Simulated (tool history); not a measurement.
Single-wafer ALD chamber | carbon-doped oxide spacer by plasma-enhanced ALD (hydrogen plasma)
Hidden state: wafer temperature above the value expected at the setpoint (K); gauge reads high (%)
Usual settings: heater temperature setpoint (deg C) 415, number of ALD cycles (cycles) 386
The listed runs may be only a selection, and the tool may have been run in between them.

run	hour	heater temperature setpoint (deg C)	number of ALD cycles (cycles)	wafers since the last listed run	hours since the last thermocouple change	hours since the gauge calibration	read-back reference wafer on the same gauge, thickness_nm	mean film thickness on the monitor wafer (Å)
1	0.0	419	386	0	992.7	863.9	19.205	184.34
2	47.9	419	386	41	1040.6	911.8	19.182	184.38
3	77.4	422	386	25	1070.1	941.3	19.206	182.87
4	127.3	422	386	42	1120.0	991.2	19.203	182.85
5	164.6	422	386	31	1157.3	1028.5	19.215	182.68
6	189.5	415	369	21	1182.2	1053.4	19.191	178.45
7	240.5	415	369	43	1233.2	1104.4	19.206	178.76
8	275.2	419	335	29	1267.9	1139.1	19.198	160.10
9	316.6	419	335	35	1309.3	1180.5	19.181	158.90
10	346.5	419	335	25	1339.2	1210.4	19.204	159.19
11	388.7	415	386	36	1381.4	1252.6	19.183	185.55
12	424.3	415	386	30	1417.0	1288.2	19.196	185.03
13	457.3	415	386	28	1450.0	1321.2	19.186	186.18
14	517.7	415	386	51	1510.4	1381.6	19.197	185.44
15	576.4	415	386	50	1569.1	1440.3	19.218	185.11
16	606.9	415	386	26	1599.6	1470.8	19.190	185.20
17	675.3	403	444	58	1668.0	1539.2	19.212	220.75
18	740.4	426	386	55	1733.1	1604.3	19.200	178.30
# hour 769.3: gauge calibrated
19	778.7	415	386	32	1771.4	9.4	19.202	184.98
20	834.7	423	420	47	1827.4	65.4	19.219	196.13
21	869.6	419	335	29	1862.3	100.3	19.205	158.14
22	933.6	415	386	54	1926.3	164.3	19.220	184.72
23	974.0	415	386	34	1966.7	204.7	19.213	184.53
24	998.8	424	331	21	1991.5	229.5	19.192	153.72
25	1038.2	403	386	33	2030.9	268.9	19.187	190.53
26	1097.5	415	386	50	2090.2	328.2	19.195	183.75
# hour 1119.3: thermocouple changed; heater temperature recalibrated
27	1147.6	408	461	36	28.3	378.3	19.183	228.19
28	1171.8	430	346	20	52.5	402.5	19.212	161.27
29	1220.8	405	332	41	101.5	451.5	19.194	165.57
30	1291.3	415	386	60	172.0	522.0	19.202	188.05
31	1324.4	403	358	28	205.1	555.1	19.200	180.29
32	1381.4	424	426	48	262.1	612.1	19.213	201.70
33	1413.7	415	386	27	294.4	644.4	19.190	187.58

Give the tool's hidden conditions for every run:
gauge reads high (%): 0 in every run
H1: wafer temperature above the value expected at the setpoint (K)
run	H1
1	1.95
2	2.11
3	2.2
4	2.37
5	2.51
6	2.6
7	2.79
8	2.93
9	3.1
10	3.22
11	3.4
12	3.56
13	3.71
14	3.99
15	4.27
16	4.42
17	4.77
18	5.12
19	5.33
20	5.65
21	5.85
22	6.23
23	6.48
24	6.63
25	6.88
26	7.26
27	0.567
28	0.57
29	0.582
30	0.612
31	0.632
32	0.674
33	0.702
